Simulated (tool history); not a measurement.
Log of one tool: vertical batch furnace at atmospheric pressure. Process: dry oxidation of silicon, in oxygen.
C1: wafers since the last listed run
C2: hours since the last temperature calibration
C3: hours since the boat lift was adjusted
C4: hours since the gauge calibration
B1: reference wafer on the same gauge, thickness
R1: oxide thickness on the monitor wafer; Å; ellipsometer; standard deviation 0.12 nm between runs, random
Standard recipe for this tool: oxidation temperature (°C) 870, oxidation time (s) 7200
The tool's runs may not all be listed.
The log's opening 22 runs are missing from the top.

-- hour=1144.3 thermocouples replaced and temperature profile calibrated
run 23 hour=1144.8 | oxidation_temperature_(°C)=847 oxidation_time_(s)=5340 | C1=361 C2=0.5 C3=2031.9 C4=414.1 | B1=25.15 | R1=187.1
-- hour=1283.3 boat lift adjusted
run 24 hour=1283.8 | oxidation_temperature_(°C)=852 oxidation_time_(s)=4320 | C1=876 C2=139.5 C3=0.5 C4=553.1 | B1=25.19 | R1=177
run 25 hour=1324.7 | oxidation_temperature_(°C)=858 oxidation_time_(s)=7200 | C1=311 C2=180.4 C3=41.4 C4=594 | B1=25.17 | R1=230.7
run 26 hour=1352.5 | oxidation_temperature_(°C)=846 oxidation_time_(s)=6180 | C1=211 C2=208.2 C3=69.2 C4=621.8 | B1=25.21 | R1=197.3
run 27 hour=1405.9 | oxidation_temperature_(°C)=877 oxidation_time_(s)=10080 | C1=406 C2=261.6 C3=122.6 C4=675.2 | B1=25.22 | R1=322.1
run 28 hour=1450 | oxidation_temperature_(°C)=862 oxidation_time_(s)=9630 | C1=336 C2=305.7 C3=166.7 C4=719.3 | B1=25.25 | R1=277.8
run 29 hour=1478.8 | oxidation_temperature_(°C)=870 oxidation_time_(s)=7200 | C1=219 C2=334.5 C3=195.5 C4=748.1 | B1=25.22 | R1=253.2
run 30 hour=1541.8 | oxidation_temperature_(°C)=870 oxidation_time_(s)=5400 | C1=480 C2=397.5 C3=258.5 C4=811.1 | B1=25.19 | R1=222.9
run 31 hour=1591.4 | oxidation_temperature_(°C)=870 oxidation_time_(s)=7200 | C1=377 C2=447.1 C3=308.1 C4=860.7 | B1=25.2 | R1=255
run 32 hour=1628.6 | oxidation_temperature_(°C)=870 oxidation_time_(s)=9690 | C1=283 C2=484.3 C3=345.3 C4=897.9 | B1=25.15 | R1=297.6
run 33 hour=1669.2 | oxidation_temperature_(°C)=862 oxidation_time_(s)=7200 | C1=309 C2=524.9 C3=385.9 C4=938.5 | B1=25.25 | R1=238.2
run 34 hour=1695.6 | oxidation_temperature_(°C)=870 oxidation_time_(s)=7200 | C1=201 C2=551.3 C3=412.3 C4=964.9 | B1=25.2 | R1=254.9

Alternative continuations, all from the tool just after run 34; predict every row:
run A hour=1702.3 | oxidation_temperature_(°C)=870 oxidation_time_(s)=7200 | C1=51 C2=558 C3=419 C4=971.6 | B1=? | R1=?
run B hour=1702.3 | oxidation_temperature_(°C)=870 oxidation_time_(s)=10290 | C1=51 C2=558 C3=419 C4=971.6 | B1=? | R1=?
run C hour=1702.3 | oxidation_temperature_(°C)=870 oxidation_time_(s)=6120 | C1=51 C2=558 C3=419 C4=971.6 | B1=? | R1=?

run=A B1=25.22 R1=255.2
run=B B1=25.22 R1=308
run=C B1=25.22 R1=235.7
Stripped of hidden state, with their random variation kept, the same runs would have yielded:
run=A R1=254.5
run=B R1=307.1
run=C R1=235.1
